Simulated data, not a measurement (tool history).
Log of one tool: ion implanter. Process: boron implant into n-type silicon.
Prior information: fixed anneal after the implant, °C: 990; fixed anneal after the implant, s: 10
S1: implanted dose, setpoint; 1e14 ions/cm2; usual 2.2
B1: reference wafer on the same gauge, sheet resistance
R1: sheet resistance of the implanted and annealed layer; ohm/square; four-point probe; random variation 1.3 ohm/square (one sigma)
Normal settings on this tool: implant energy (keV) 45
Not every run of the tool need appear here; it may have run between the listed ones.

Run 1, hour 0: usual settings; B1 351.74. Result: R1 358.31 ohm/square.
Run 2, hour 15.5: usual settings; B1 351.98. Result: R1 358.04 ohm/square.
Run 3, hour 21.7: usual settings; B1 352. Result: R1 357.88 ohm/square.
Run 4, hour 38.8: usual settings; B1 352.11. Result: R1 357.2 ohm/square.
Run 5, hour 54.9: usual settings; B1 351.94. Result: R1 357.23 ohm/square.
Run 6, hour 72.6: usual settings; B1 352.16. Result: R1 355.24 ohm/square.
At hour 89.3: Faraday cup replaced and dose calibrated.
Run 7, hour 89.8: usual settings; B1 352.17. Result: R1 368.59 ohm/square.
Run 8, hour 107.5: usual settings; B1 352.19. Result: R1 370.46 ohm/square.
Run 9, hour 123.9: usual settings; B1 351.93. Result: R1 367.58 ohm/square.
Run 10, hour 131.6: usual settings; B1 352.02. Result: R1 369.42 ohm/square.
Run 11, hour 138: usual settings; B1 351.92. Result: R1 368.68 ohm/square.
Run 12, hour 144.7: usual settings; B1 351.99. Result: R1 369.69 ohm/square.
Run 13, hour 156.3: usual settings but S1 2.41 1e14 ions/cm2; B1 352.05. Result: R1 345.5 ohm/square.
Run 14, hour 169.9: usual settings; B1 351.89. Result: R1 365.79 ohm/square.
Run 15, hour 180.7: usual settings but S1 2.37 1e14 ions/cm2, implant energy (keV) 59; B1 352.26. Result: R1 334.08 ohm/square.
Run 16, hour 198.1: usual settings but S1 1.8 1e14 ions/cm2; B1 351.71. Result: R1 419.53 ohm/square.
Run 17, hour 209.9: usual settings; B1 351.96. Result: R1 365.98 ohm/square.
Run 18, hour 224.9: usual settings but S1 2.53 1e14 ions/cm2; B1 352.25. Result: R1 333.47 ohm/square.
At hour 240.9: extraction supply calibrated.
Run 19, hour 241.4: usual settings; B1 352.38. Result: R1 364.27 ohm/square.
Run 20, hour 245.5: usual settings but implant energy (keV) 32.5; B1 351.88. Result: R1 381.57 ohm/square.
Run 21, hour 261.1: usual settings but S1 2.71 1e14 ions/cm2; B1 351.97. Result: R1 317.46 ohm/square.
Run 22, hour 272.9: usual settings but S1 1.69 1e14 ions/cm2, implant energy (keV) 51; B1 351.89. Result: R1 427.89 ohm/square.
At hour 289.4: gauge calibrated.
Run 23, hour 290.2: usual settings; B1 351.61. Result: R1 366.65 ohm/square.
Run 24, hour 300.9: usual settings but S1 1.59 1e14 ions/cm2, implant energy (keV) 56; B1 351.97. Result: R1 435.87 ohm/square.
Run 25, hour 311.9: usual settings but S1 1.55 1e14 ions/cm2; B1 351.86. Result: R1 459.16 ohm/square.
Run 26, hour 328.3: usual settings; B1 351.83. Result: R1 365.15 ohm/square.
Run 27, hour 339.5: usual settings but S1 2.72 1e14 ions/cm2; B1 351.82. Result: R1 315.31 ohm/square.
Run 28, hour 348.7: usual settings but implant energy (keV) 35.5; B1 352.35. Result: R1 374.49 ohm/square.
Run 29, hour 363.7: usual settings but S1 2.44 1e14 ions/cm2, implant energy (keV) 31.5; B1 352.05. Result: R1 353.51 ohm/square.
Run 30, hour 372.8: usual settings but S1 2.57 1e14 ions/cm2; B1 352.03. Result: R1 327.9 ohm/square.
Run 31, hour 388.8: usual settings; B1 352.12. Result: R1 361.08 ohm/square.
Run 32, hour 401.5: usual settings but S1 2.77 1e14 ions/cm2, implant energy (keV) 54; B1 352.29. Result: R1 301.42 ohm/square.
Run 33, hour 417.2: usual settings but S1 1.73 1e14 ions/cm2, implant energy (keV) 38; B1 351.91. Result: R1 439.08 ohm/square.
Run 34, hour 427.6: usual settings but S1 2.47 1e14 ions/cm2, implant energy (keV) 54; B1 351.63. Result: R1 325.86 ohm/square.
Run 35, hour 436.7: usual settings but S1 2.6 1e14 ions/cm2, implant energy (keV) 58.5; B1 352.23. Result: R1 311.36 ohm/square.
Run 36, hour 445.7: usual settings; B1 351.89. Result: R1 363.66 ohm/square.
Run 37, hour 453.7: usual settings but S1 2.61 1e14 ions/cm2, implant energy (keV) 30.5; B1 352.02. Result: R1 337.62 ohm/square.

Alternative continuations, all from the tool just after run 37; predict every row:
Run A, hour 454.1: usual settings; B1 ?. Result: R1 ?.
Run B, hour 454.1: usual settings but implant energy (keV) 58; B1 ?. Result: R1 ?.
Run C, hour 454.1: usual settings but S1 1.93 1e14 ions/cm2; B1 ?. Result: R1 ?.
Run D, hour 454.1: usual settings but S1 1.69 1e14 ions/cm2, implant energy (keV) 32; B1 ?. Result: R1 ?.

run      B1      R1
  A  352.01  363.72
  B  352.01  349.51
  C  352.01  397.51
  D  352.01  459.37
Take away the tool's hidden state, keep each run's random variation, and the runs would have read:
run      R1
  A  371.15
  B  356.43
  C  405.55
  D  469.11

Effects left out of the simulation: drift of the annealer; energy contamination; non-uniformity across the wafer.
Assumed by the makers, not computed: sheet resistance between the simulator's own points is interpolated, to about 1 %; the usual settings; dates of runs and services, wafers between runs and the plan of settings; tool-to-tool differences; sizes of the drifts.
